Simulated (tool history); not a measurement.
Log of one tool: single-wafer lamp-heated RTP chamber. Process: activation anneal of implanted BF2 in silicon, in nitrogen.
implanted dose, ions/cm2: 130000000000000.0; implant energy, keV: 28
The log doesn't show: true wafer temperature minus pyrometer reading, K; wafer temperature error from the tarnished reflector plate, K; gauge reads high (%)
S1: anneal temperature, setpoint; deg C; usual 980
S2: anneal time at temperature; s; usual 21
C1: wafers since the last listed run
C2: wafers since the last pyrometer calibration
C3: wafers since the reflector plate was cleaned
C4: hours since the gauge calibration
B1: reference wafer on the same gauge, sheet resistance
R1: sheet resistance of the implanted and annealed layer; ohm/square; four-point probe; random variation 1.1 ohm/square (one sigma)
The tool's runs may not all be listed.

run     day    S1  S2    C1    C2    C3      C4      B1      R1
  1       0   970  24     0  1928   984   412.6  677.82  715.99
  2   2.479   970  24   765  2694  1750   472.1  678.35  716.08
  3   3.783   970  24   402  3097  2153   503.4  678.15  717.28
  4   5.246   980  21   451  3549  2605   538.5  678.27  714.29
  5   6.954   980  21   527  4077  3132   579.5  678.23  712.94
      7.954  -- pyrometer window cleaned and pyrometer calibrated
       8.65  -- reflector plate cleaned
  6  15.667   965  15  2485  2279  2167   788.6  677.78  725.52
  7  17.062   965  15   431  2710  2598   822.1  677.76  723.18
  8  19.738   980  14   826  3536  3425   886.3  678.02  716.44
     22.133  -- reflector plate cleaned
  9  22.529   980  21   759  4296   122   953.3  677.82  712.07
     23.425  -- pyrometer window cleaned and pyrometer calibrated
 10  24.421   980  21   481   307   604   998.7  677.94  715.37
 11   27.25   968  26   874  1181  1478  1066.6  678.46  719.73
 12  28.708   967  33   450  1631  1928  1101.6  678.27  718.25
     30.142  -- gauge calibrated
 13  31.492   980  21   859  2491  2788    32.4  678.14  714.98
     33.412  -- reflector plate cleaned
 14  33.433   980  33   496  2988     6      79  677.89  712.25
 15  34.471   972  29   320  3308   326   103.9  677.93  715.23
 16  36.729   980  21   697  4006  1024   158.1  678.11  713.67
     39.221  -- pyrometer window cleaned and pyrometer calibrated
 17   39.55   962  13   768   101  1792   225.8  678.22   734.1
 18  42.129   951  16   796   898  2589   287.7  678.23  745.76
 19  43.554  1005  33   440  1338  3029   321.9  678.07  705.91
     45.296  -- reflector plate cleaned
 20  49.146   968  29  1624  2962  1189   456.1  677.66  718.01

Hidden state or all else? Some run-to-run changes of R1, split into what the settings, what came in and random variation would give without the hidden state, and what is left for the hidden state (with any gauge scatter that isn't in both results):
Run 16 -> 17: S1 980 -> 962, S2 21 -> 13, pyrometer window cleaned and pyrometer calibrated. R1 +20.43 ohm/square: hidden state +2.16, all else +18.27.
Run 18 -> 19: S1 951 -> 1005, S2 16 -> 33. R1 -39.85 ohm/square: hidden state +5.51, all else -45.36.
Run 19 -> 20: S1 1005 -> 968, S2 33 -> 29, reflector plate cleaned. R1 +12.1 ohm/square: hidden state -4.76, all else +16.86.
